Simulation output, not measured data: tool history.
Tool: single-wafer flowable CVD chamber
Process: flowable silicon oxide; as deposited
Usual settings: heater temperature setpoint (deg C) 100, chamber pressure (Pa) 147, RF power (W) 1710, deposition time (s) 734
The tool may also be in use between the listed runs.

| run | day | heater temperature setpoint (deg C) | chamber pressure (Pa) | RF power (W) | deposition time (s) | wafers since the last listed run | hours since the last thermocouple change | hours since the last RF generator calibration | hours since the last manometer calibration | hours since the showerhead was replaced | hours since the gauge calibration | read-back reference wafer on the same gauge, thickness_nm | mean film thickness on the monitor wafer (Å) |
|---|---|---|---|---|---|---|---|---|---|---|---|---|---|
| 1 | 0.000 | 100 | 131 | 1710 | 734 | 0 | 1239.0 | 1058.3 | 1156.9 | 6817.0 | 399.6 | 688.286 | 5131.75 |
| 2 | 1.246 | 100 | 131 | 1710 | 734 | 56 | 1268.9 | 1088.2 | 1186.8 | 6846.9 | 429.5 | 687.699 | 5124.93 |
| 3 | 2.488 | 105 | 157 | 1710 | 734 | 56 | 1298.7 | 1118.0 | 1216.6 | 6876.7 | 459.3 | 687.246 | 5195.14 |
| 4 | 3.617 | 105 | 157 | 1710 | 734 | 50 | 1325.8 | 1145.1 | 1243.7 | 6903.8 | 486.4 | 687.479 | 5139.48 |
| 5 | 4.142 | 105 | 157 | 1710 | 734 | 23 | 1338.4 | 1157.7 | 1256.3 | 6916.4 | 499.0 | 688.236 | 5165.00 |
| 6 | 4.762 | 100 | 147 | 1710 | 734 | 28 | 1353.3 | 1172.6 | 1271.2 | 6931.3 | 513.9 | 688.352 | 5816.14 |
| 7 | 5.371 | 100 | 147 | 1710 | 734 | 27 | 1367.9 | 1187.2 | 1285.8 | 6945.9 | 528.5 | 687.487 | 5868.57 |
| 8 | 6.100 | 100 | 147 | 1710 | 734 | 32 | 1385.4 | 1204.7 | 1303.3 | 6963.4 | 546.0 | 688.124 | 5738.99 |
| 9 | 7.029 | 113 | 164 | 1710 | 602 | 41 | 1407.7 | 1227.0 | 1325.6 | 6985.7 | 568.3 | 688.216 | 3255.18 |
|  | 7.458 | showerhead replaced |
| 10 | 7.975 | 100 | 161 | 1710 | 734 | 27 | 1430.4 | 1249.7 | 1348.3 | 12.4 | 591.0 | 688.463 | 6319.77 |
|  | 8.338 | capacitance manometer re-zeroed and calibrated |
|  | 8.962 | thermocouple changed; heater temperature recalibrated |
|  | 9.417 | RF generator calibrated |
| 11 | 11.896 | 90 | 147 | 1710 | 863 | 131 | 70.4 | 59.5 | 85.4 | 106.5 | 685.1 | 687.181 | 9577.77 |
| 12 | 13.075 | 100 | 181 | 1710 | 734 | 53 | 98.7 | 87.8 | 113.7 | 134.8 | 713.4 | 688.363 | 6864.95 |
| 13 | 13.588 | 115 | 159 | 1390 | 734 | 23 | 111.0 | 100.1 | 126.0 | 147.1 | 725.7 | 687.354 | 3225.55 |
|  | 14.438 | thermocouple changed; heater temperature recalibrated, repeated, since the last time left the tool worse |
| 14 | 14.458 | 89 | 147 | 1710 | 818 | 24 | 0.5 | 121.0 | 146.9 | 168.0 | 746.6 | 688.093 | 10272.80 |
| 15 | 15.392 | 100 | 147 | 1710 | 734 | 42 | 22.9 | 143.4 | 169.3 | 190.4 | 769.0 | 687.994 | 6216.92 |
| 16 | 16.533 | 100 | 147 | 1565 | 734 | 51 | 50.3 | 170.8 | 196.7 | 217.8 | 796.4 | 688.083 | 5955.63 |
| 17 | 17.150 | 100 | 147 | 1710 | 774 | 27 | 65.1 | 185.6 | 211.5 | 232.6 | 811.2 | 687.789 | 6468.93 |
|  | 18.558 | gauge calibrated |
| 18 | 18.629 | 105 | 157 | 1710 | 734 | 66 | 100.6 | 221.1 | 247.0 | 268.1 | 1.7 | 687.488 | 5430.72 |
| 19 | 20.000 | 100 | 147 | 1710 | 734 | 61 | 133.5 | 254.0 | 279.9 | 301.0 | 34.6 | 687.586 | 6129.93 |
| 20 | 21.246 | 100 | 147 | 1710 | 734 | 56 | 163.4 | 283.9 | 309.8 | 330.9 | 64.5 | 687.662 | 6139.58 |
| 21 | 22.712 | 100 | 172 | 1710 | 833 | 66 | 198.6 | 319.1 | 345.0 | 366.1 | 99.7 | 687.877 | 8138.96 |
| 22 | 23.308 | 100 | 147 | 1710 | 615 | 26 | 212.9 | 333.4 | 359.3 | 380.4 | 114.0 | 687.259 | 5130.82 |
| 23 | 24.204 | 110 | 147 | 1710 | 838 | 40 | 234.4 | 354.9 | 380.8 | 401.9 | 135.5 | 688.132 | 4769.57 |
| 24 | 24.721 | 100 | 137 | 1615 | 824 | 23 | 246.8 | 367.3 | 393.2 | 414.3 | 147.9 | 688.007 | 6299.17 |
| 25 | 25.467 | 108 | 147 | 1710 | 734 | 33 | 264.7 | 385.2 | 411.1 | 432.2 | 165.8 | 687.552 | 4533.79 |
| 26 | 26.004 | 100 | 147 | 1710 | 817 | 24 | 277.6 | 398.1 | 424.0 | 445.1 | 178.7 | 688.171 | 6746.52 |
| 27 | 29.712 | 91 | 147 | 1710 | 858 | 167 | 366.6 | 487.1 | 513.0 | 534.1 | 267.7 | 688.106 | 10056.58 |

Forecast each of these 5 alternatives for the next run:
| A | 29.738 | 100 | 147 | 1710 | 734 | 1 | 367.2 | 487.7 | 513.6 | 534.7 | 268.3 | ? | ? |
| B | 29.738 | 113 | 147 | 1710 | 734 | 1 | 367.2 | 487.7 | 513.6 | 534.7 | 268.3 | ? | ? |
| C | 29.738 | 100 | 147 | 1540 | 622 | 1 | 367.2 | 487.7 | 513.6 | 534.7 | 268.3 | ? | ? |
| D | 29.738 | 100 | 147 | 1385 | 663 | 1 | 367.2 | 487.7 | 513.6 | 534.7 | 268.3 | ? | ? |
| E | 29.738 | 100 | 147 | 1710 | 831 | 1 | 367.2 | 487.7 | 513.6 | 534.7 | 268.3 | ? | ? |

| run | read-back reference wafer on the same gauge, thickness_nm | mean film thickness on the monitor wafer (Å) |
|---|---|---|
| A | 687.489 | 6045.13 |
| B | 687.489 | 3730.82 |
| C | 687.489 | 4953.03 |
| D | 687.489 | 5054.60 |
| E | 687.489 | 6844.01 |
Without the tool's hidden state the same runs would have given:
| run | mean film thickness on the monitor wafer (Å) |
|---|---|
| A | 6118.68 |
| B | 3771.74 |
| C | 5013.29 |
| D | 5116.10 |
| E | 6927.28 |

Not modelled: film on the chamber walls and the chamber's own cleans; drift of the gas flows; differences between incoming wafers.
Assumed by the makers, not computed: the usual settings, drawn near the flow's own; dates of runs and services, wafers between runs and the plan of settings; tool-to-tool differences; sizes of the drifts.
